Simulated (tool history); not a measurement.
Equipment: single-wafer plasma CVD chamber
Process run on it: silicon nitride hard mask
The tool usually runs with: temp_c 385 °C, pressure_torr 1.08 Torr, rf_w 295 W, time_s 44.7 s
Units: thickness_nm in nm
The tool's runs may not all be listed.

run   hour  temp_c  pressure_torr  rf_w  time_s  wafers since the last listed run  hours since the last thermocouple change  hours since the last RF generator calibration  hours since the last manometer calibration  hours since the showerhead was replaced  hours since the gauge calibration  read-back reference wafer on the same gauge, thickness_nm  thickness_nm
  1    0.0     385           1.08   295    44.7                                 0                                    1310.3                                         1325.5                                      2033.5                                   8234.5                              443.4                                                     51.710        44.971
  2   32.5     385           1.08   295    44.7                               735                                    1342.8                                         1358.0                                      2066.0                                   8267.0                              475.9                                                     51.692        45.124
  3   85.5     385           1.08   295    44.7                              1199                                    1395.8                                         1411.0                                      2119.0                                   8320.0                              528.9                                                     51.692        45.222
  4  103.3     378           0.87   295    44.7                               402                                    1413.6                                         1428.8                                      2136.8                                   8337.8                              546.7                                                     51.712        41.599
  5  134.3     378           0.87   295    44.7                               701                                    1444.6                                         1459.8                                      2167.8                                   8368.8                              577.7                                                     51.721        41.745
  6  147.3     378           0.87   295    44.7                               294                                    1457.6                                         1472.8                                      2180.8                                   8381.8                              590.7                                                     51.716        41.908
  7  174.6     385           1.16   295    42.7                               617                                    1484.9                                         1500.1                                      2208.1                                   8409.1                              618.0                                                     51.693        44.263
  8  189.1     385           1.16   295    42.7                               328                                    1499.4                                         1514.6                                      2222.6                                   8423.6                              632.5                                                     51.731        43.901
  9  215.1     385           1.08   295    44.7                               588                                    1525.4                                         1540.6                                      2248.6                                   8449.6                              658.5                                                     51.656        45.434
 10  250.0     385           1.08   295    44.7                               789                                    1560.3                                         1575.5                                      2283.5                                   8484.5                              693.4                                                     51.744        45.152
     275.6  -- showerhead replaced
 11  278.9     385           1.02   295    44.7                               472                                    1589.2                                         1604.4                                      2312.4                                      3.3                              722.3                                                     51.690        44.345
 12  304.8     385           1.02   295    44.7                               586                                    1615.1                                         1630.3                                      2338.3                                     29.2                              748.2                                                     51.684        44.172
     315.2  -- gauge calibrated
 13  332.6     385           1.02   295    44.7                               629                                    1642.9                                         1658.1                                      2366.1                                     57.0                               17.4                                                     51.728        44.294
 14  354.0     385           1.08   295    44.7                               484                                    1664.3                                         1679.5                                      2387.5                                     78.4                               38.8                                                     51.727        45.260
 15  385.0     385           1.08   260    44.7                               701                                    1695.3                                         1710.5                                      2418.5                                    109.4                               69.8                                                     51.716        42.565
 16  417.8     385           1.08   350    44.7                               742                                    1728.1                                         1743.3                                      2451.3                                    142.2                              102.6                                                     51.729        49.199
     438.7  -- RF generator calibrated
 17  439.2     385           1.08   295    44.7                               303                                    1749.5                                            0.5                                      2472.7                                    163.6                              124.0                                                     51.698        45.113
     467.0  -- capacitance manometer re-zeroed and calibrated
 18  469.0     393           1.35   245    39.5                               493                                    1779.3                                           30.3                                         2.0                                    193.4                              153.8                                                     51.709        39.547
 19  482.3     385           1.08   350    40.4                               300                                    1792.6                                           43.6                                        15.3                                    206.7                              167.1                                                     51.695        45.110
     504.5  -- thermocouple changed; heater temperature recalibrated
 20  510.6     393           1.23   325    47.5                               459                                       6.1                                           71.9                                        43.6                                    235.0                              195.4                                                     51.691        52.792
 21  529.6     385           1.08   330    44.7                               429                                      25.1                                           90.9                                        62.6                                    254.0                              214.4                                                     51.693        48.508
 22  549.6     378           0.87   295    44.7                               452                                      45.1                                          110.9                                        82.6                                    274.0                              234.4                                                     51.695        42.277
     562.0  -- capacitance manometer re-zeroed and calibrated, repeated, since the last time left the tool worse
 23  582.9     385           1.08   295    44.7                               572                                      78.4                                          144.2                                        20.9                                    307.3                              267.7                                                     51.656        44.251
 24  597.7     372           0.89   295    44.7                               334                                      93.2                                          159.0                                        35.7                                    322.1                              282.5                                                     51.696        41.273
 25  610.8     385           1.08   295    44.7                               296                                     106.3                                          172.1                                        48.8                                    335.2                              295.6                                                     51.723        44.242
 26  632.2     385           1.08   295    44.7                               484                                     127.7                                          193.5                                        70.2                                    356.6                              317.0                                                     51.704        44.172
 27  666.7     392           0.94   295    36.2                               780                                     162.2                                          228.0                                       104.7                                    391.1                              351.5                                                     51.675        33.840
 28  682.9     397           1.08   295    44.7                               366                                     178.4                                          244.2                                       120.9                                    407.3                              367.7                                                     51.697        43.975
 29  711.6     374           1.16   295    44.7                               649                                     207.1                                          272.9                                       149.6                                    436.0                              396.4                                                     51.709        45.569

Below are 3 alternative next runs, each starting from the tool's condition after run 29. Predict each:
  A  712.0     385           1.08   295    51.5                                 9                                     207.5                                          273.3                                       150.0                                    436.4                              396.8                                                          ?             ?
  B  712.0     385           0.83   295    44.7                                 9                                     207.5                                          273.3                                       150.0                                    436.4                              396.8                                                          ?             ?
  C  712.0     393           1.15   255    47.2                                 9                                     207.5                                          273.3                                       150.0                                    436.4                              396.8                                                          ?             ?

run  read-back reference wafer on the same gauge, thickness_nm  thickness_nm
  A                                                     51.685        50.974
  B                                                     51.685        39.996
  C                                                     51.685        44.318
With the hidden condition removed and each run's random variation left untouched, the same runs would have given:
run  thickness_nm
  A        50.874
  B        39.907
  C        44.237

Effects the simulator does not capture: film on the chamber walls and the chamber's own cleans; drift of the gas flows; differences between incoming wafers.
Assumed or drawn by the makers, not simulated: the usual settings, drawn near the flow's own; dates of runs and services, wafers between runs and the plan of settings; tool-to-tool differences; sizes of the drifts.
